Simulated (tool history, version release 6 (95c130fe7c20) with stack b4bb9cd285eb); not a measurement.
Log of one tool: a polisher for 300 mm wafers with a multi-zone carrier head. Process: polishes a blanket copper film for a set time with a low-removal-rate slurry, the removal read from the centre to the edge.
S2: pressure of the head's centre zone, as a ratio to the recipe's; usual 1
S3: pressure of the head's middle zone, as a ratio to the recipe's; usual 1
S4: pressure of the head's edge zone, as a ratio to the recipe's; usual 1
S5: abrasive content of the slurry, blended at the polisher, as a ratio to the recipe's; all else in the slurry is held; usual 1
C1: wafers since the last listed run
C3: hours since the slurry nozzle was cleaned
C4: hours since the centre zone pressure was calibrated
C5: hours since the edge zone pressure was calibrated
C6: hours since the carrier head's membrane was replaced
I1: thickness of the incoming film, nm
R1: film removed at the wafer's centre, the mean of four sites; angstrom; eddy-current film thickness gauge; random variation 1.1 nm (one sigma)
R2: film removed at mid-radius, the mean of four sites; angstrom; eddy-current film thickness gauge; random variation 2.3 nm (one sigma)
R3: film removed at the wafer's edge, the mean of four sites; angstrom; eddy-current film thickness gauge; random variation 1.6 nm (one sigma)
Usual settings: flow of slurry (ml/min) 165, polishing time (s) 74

{"run": 1, "hour": 0.0, "flow of slurry (ml/min)": 130, "S2": 1, "S3": 1, "S4": 1, "S5": 1.1, "polishing time (s)": 74, "C1": 0, "wafers polished on this pad": 4666, "C3": 556.8, "C4": 290.7, "C5": 566.9, "C6": 190, "I1": 1195.8, "R1": 1680, "R2": 1680, "R3": 1758}
{"hour": 61.4, "done": "edge zone pressure recalibrated"}
{"run": 2, "hour": 64.8, "flow of slurry (ml/min)": 165, "S2": 1, "S3": 1, "S4": 1, "S5": 1, "polishing time (s)": 74, "C1": 525, "wafers polished on this pad": 5192, "C3": 621.6, "C4": 355.5, "C5": 3.4, "C6": 254.8, "I1": 1227.1, "R1": 1729, "R2": 1708, "R3": 1797}
{"hour": 98.1, "done": "slurry nozzle cleaned"}
{"hour": 140.3, "done": "worn pad replaced by a new one"}
{"run": 3, "hour": 166.6, "flow of slurry (ml/min)": 165, "S2": 1, "S3": 1, "S4": 1, "S5": 1, "polishing time (s)": 74, "C1": 810, "wafers polished on this pad": 219, "C3": 68.5, "C4": 457.3, "C5": 105.2, "C6": 356.6, "I1": 1229.9, "R1": 1827, "R2": 1865, "R3": 1865}
{"run": 4, "hour": 208.8, "flow of slurry (ml/min)": 120, "S2": 1, "S3": 1, "S4": 0.92, "S5": 1.15, "polishing time (s)": 74, "C1": 353, "wafers polished on this pad": 573, "C3": 110.7, "C4": 499.5, "C5": 147.4, "C6": 398.8, "I1": 1191.4, "R1": 1738, "R2": 1747, "R3": 1793}
{"hour": 330.4, "done": "centre zone pressure recalibrated"}
{"run": 5, "hour": 413.4, "flow of slurry (ml/min)": 165, "S2": 1, "S3": 1, "S4": 1, "S5": 1, "polishing time (s)": 74, "C1": 1695, "wafers polished on this pad": 2269, "C3": 315.3, "C4": 83, "C5": 352, "C6": 603.4, "I1": 1229.6, "R1": 1762, "R2": 1790, "R3": 1825}
{"run": 6, "hour": 494.3, "flow of slurry (ml/min)": 165, "S2": 1.08, "S3": 1, "S4": 1, "S5": 1, "polishing time (s)": 74, "C1": 677, "wafers polished on this pad": 2946, "C3": 396.2, "C4": 163.9, "C5": 432.9, "C6": 684.3, "I1": 1212.9, "R1": 1897, "R2": 1744, "R3": 1824}
{"run": 7, "hour": 568.6, "flow of slurry (ml/min)": 165, "S2": 1, "S3": 1, "S4": 1, "S5": 1, "polishing time (s)": 74, "C1": 621, "wafers polished on this pad": 3568, "C3": 470.5, "C4": 238.2, "C5": 507.2, "C6": 758.6, "I1": 1186.8, "R1": 1766, "R2": 1715, "R3": 1810}
{"run": 8, "hour": 635.2, "flow of slurry (ml/min)": 220, "S2": 1.06, "S3": 1, "S4": 1, "S5": 1, "polishing time (s)": 74, "C1": 557, "wafers polished on this pad": 4125, "C3": 537.1, "C4": 304.8, "C5": 573.8, "C6": 825.2, "I1": 1221.4, "R1": 1944, "R2": 1811, "R3": 1860}
{"hour": 709.9, "done": "slurry nozzle cleaned"}
{"hour": 723.1, "done": "edge zone pressure recalibrated"}
{"hour": 743.5, "done": "worn pad replaced by a new one"}
{"run": 9, "hour": 823.0, "flow of slurry (ml/min)": 140, "S2": 1, "S3": 1, "S4": 0.88, "S5": 0.85, "polishing time (s)": 59, "C1": 1513, "wafers polished on this pad": 665, "C3": 113.1, "C4": 492.6, "C5": 99.9, "C6": 1013, "I1": 1210.4, "R1": 1324, "R2": 1330, "R3": 1292}
{"run": 10, "hour": 929.3, "flow of slurry (ml/min)": 165, "S2": 0.9, "S3": 1, "S4": 1, "S5": 1, "polishing time (s)": 74, "C1": 889, "wafers polished on this pad": 1555, "C3": 219.4, "C4": 598.9, "C5": 206.2, "C6": 1119.3, "I1": 1217, "R1": 1635, "R2": 1740, "R3": 1818}
{"run": 11, "hour": 990.9, "flow of slurry (ml/min)": 165, "S2": 1, "S3": 1, "S4": 1, "S5": 1, "polishing time (s)": 74, "C1": 515, "wafers polished on this pad": 2071, "C3": 281, "C4": 660.5, "C5": 267.8, "C6": 1180.9, "I1": 1224.3, "R1": 1800, "R2": 1763, "R3": 1830}
{"run": 12, "hour": 1041.0, "flow of slurry (ml/min)": 165, "S2": 1, "S3": 1, "S4": 1, "S5": 0.9, "polishing time (s)": 66, "C1": 419, "wafers polished on this pad": 2490, "C3": 331.1, "C4": 710.6, "C5": 317.9, "C6": 1231, "I1": 1191.6, "R1": 1545, "R2": 1484, "R3": 1588}
{"hour": 1076.4, "done": "centre zone pressure recalibrated"}
{"run": 13, "hour": 1133.7, "flow of slurry (ml/min)": 145, "S2": 1, "S3": 1, "S4": 0.95, "S5": 1, "polishing time (s)": 85, "C1": 759, "wafers polished on this pad": 3249, "C3": 423.8, "C4": 57.3, "C5": 410.6, "C6": 1323.7, "I1": 1207.4, "R1": 1963, "R2": 1926, "R3": 2008}
{"run": 14, "hour": 1191.8, "flow of slurry (ml/min)": 165, "S2": 1, "S3": 0.95, "S4": 0.95, "S5": 0.8, "polishing time (s)": 94, "C1": 486, "wafers polished on this pad": 3736, "C3": 481.9, "C4": 115.4, "C5": 468.7, "C6": 1381.8, "I1": 1190.6, "R1": 2094, "R2": 2000, "R3": 2078}
{"run": 15, "hour": 1298.1, "flow of slurry (ml/min)": 210, "S2": 1, "S3": 1.11, "S4": 1.06, "S5": 1, "polishing time (s)": 74, "C1": 889, "wafers polished on this pad": 4626, "C3": 588.2, "C4": 221.7, "C5": 575, "C6": 1488.1, "I1": 1224.3, "R1": 1834, "R2": 1981, "R3": 1914}
{"hour": 1336.0, "done": "worn pad replaced by a new one"}
{"hour": 1355.2, "done": "slurry nozzle cleaned"}
{"hour": 1361.3, "done": "edge zone pressure recalibrated"}
{"run": 16, "hour": 1369.5, "flow of slurry (ml/min)": 165, "S2": 1, "S3": 1.11, "S4": 1.06, "S5": 0.7, "polishing time (s)": 65, "C1": 539, "wafers polished on this pad": 255, "C3": 14.3, "C4": 293.1, "C5": 8.2, "C6": 1559.5, "I1": 1211, "R1": 1428, "R2": 1528, "R3": 1482}
{"run": 17, "hour": 1431.7, "flow of slurry (ml/min)": 165, "S2": 1, "S3": 1, "S4": 1, "S5": 1, "polishing time (s)": 74, "C1": 520, "wafers polished on this pad": 775, "C3": 76.5, "C4": 355.3, "C5": 70.4, "C6": 1621.7, "I1": 1214.6, "R1": 1806, "R2": 1793, "R3": 1840}
{"run": 18, "hour": 1475.1, "flow of slurry (ml/min)": 210, "S2": 1.07, "S3": 1, "S4": 1, "S5": 1, "polishing time (s)": 92, "C1": 363, "wafers polished on this pad": 1139, "C3": 119.9, "C4": 398.7, "C5": 113.8, "C6": 1665.1, "I1": 1230.6, "R1": 2491, "R2": 2298, "R3": 2373}
{"run": 19, "hour": 1531.2, "flow of slurry (ml/min)": 165, "S2": 1, "S3": 1, "S4": 1, "S5": 1, "polishing time (s)": 74, "C1": 469, "wafers polished on this pad": 1608, "C3": 176, "C4": 454.8, "C5": 169.9, "C6": 1721.2, "I1": 1208.4, "R1": 1808, "R2": 1799, "R3": 1837}
{"run": 20, "hour": 1621.2, "flow of slurry (ml/min)": 165, "S2": 1, "S3": 1, "S4": 1, "S5": 1, "polishing time (s)": 74, "C1": 753, "wafers polished on this pad": 2362, "C3": 266, "C4": 544.8, "C5": 259.9, "C6": 1811.2, "I1": 1224.8, "R1": 1770, "R2": 1729, "R3": 1835}
{"run": 21, "hour": 1692.6, "flow of slurry (ml/min)": 165, "S2": 1, "S3": 1, "S4": 1, "S5": 1, "polishing time (s)": 74, "C1": 597, "wafers polished on this pad": 2960, "C3": 337.4, "C4": 616.2, "C5": 331.3, "C6": 1882.6, "I1": 1211.2, "R1": 1781, "R2": 1758, "R3": 1807}
{"hour": 1708.5, "done": "centre zone pressure recalibrated"}
{"run": 22, "hour": 1791.8, "flow of slurry (ml/min)": 165, "S2": 1, "S3": 1, "S4": 1.05, "S5": 1, "polishing time (s)": 60, "C1": 813, "wafers polished on this pad": 3773, "C3": 436.6, "C4": 83.3, "C5": 430.5, "C6": 1981.8, "I1": 1229.9, "R1": 1418, "R2": 1405, "R3": 1507}

What the log doesn't show, run by run:
deviation of the centre zone's pressure from its setpoint, %: 0 in every run
deviation of the edge zone's pressure from its setpoint, %: 0 in every run
H1: removal rate lost through wear of the pad, %
H2: slurry flow missing at the pad, %
run=1 H1=2.73 H2=15.6
run=2 H1=3.34 H2=15.9
run=3 H1=0.0663 H2=5.79
run=4 H1=0.0978 H2=7.73
run=5 H1=0.648 H2=13.4
run=6 H1=1.05 H2=14.5
run=7 H1=1.51 H2=15.3
run=8 H1=1.99 H2=15.8
run=9 H1=0.0775 H2=7.52
run=10 H1=0.3 H2=11
run=11 H1=0.51 H2=12.4
run=12 H1=0.725 H2=13.3
run=13 H1=1.23 H2=14.5
run=14 H1=1.61 H2=15.1
run=15 H1=2.45 H2=15.8
run=16 H1=0.544 H2=1.72
run=17 H1=0.607 H2=5.2
run=18 H1=0.687 H2=7.12
run=19 H1=0.835 H2=9.12
run=20 H1=1.18 H2=11.4
run=21 H1=1.54 H2=12.7
run=22 H1=2.17 H2=14
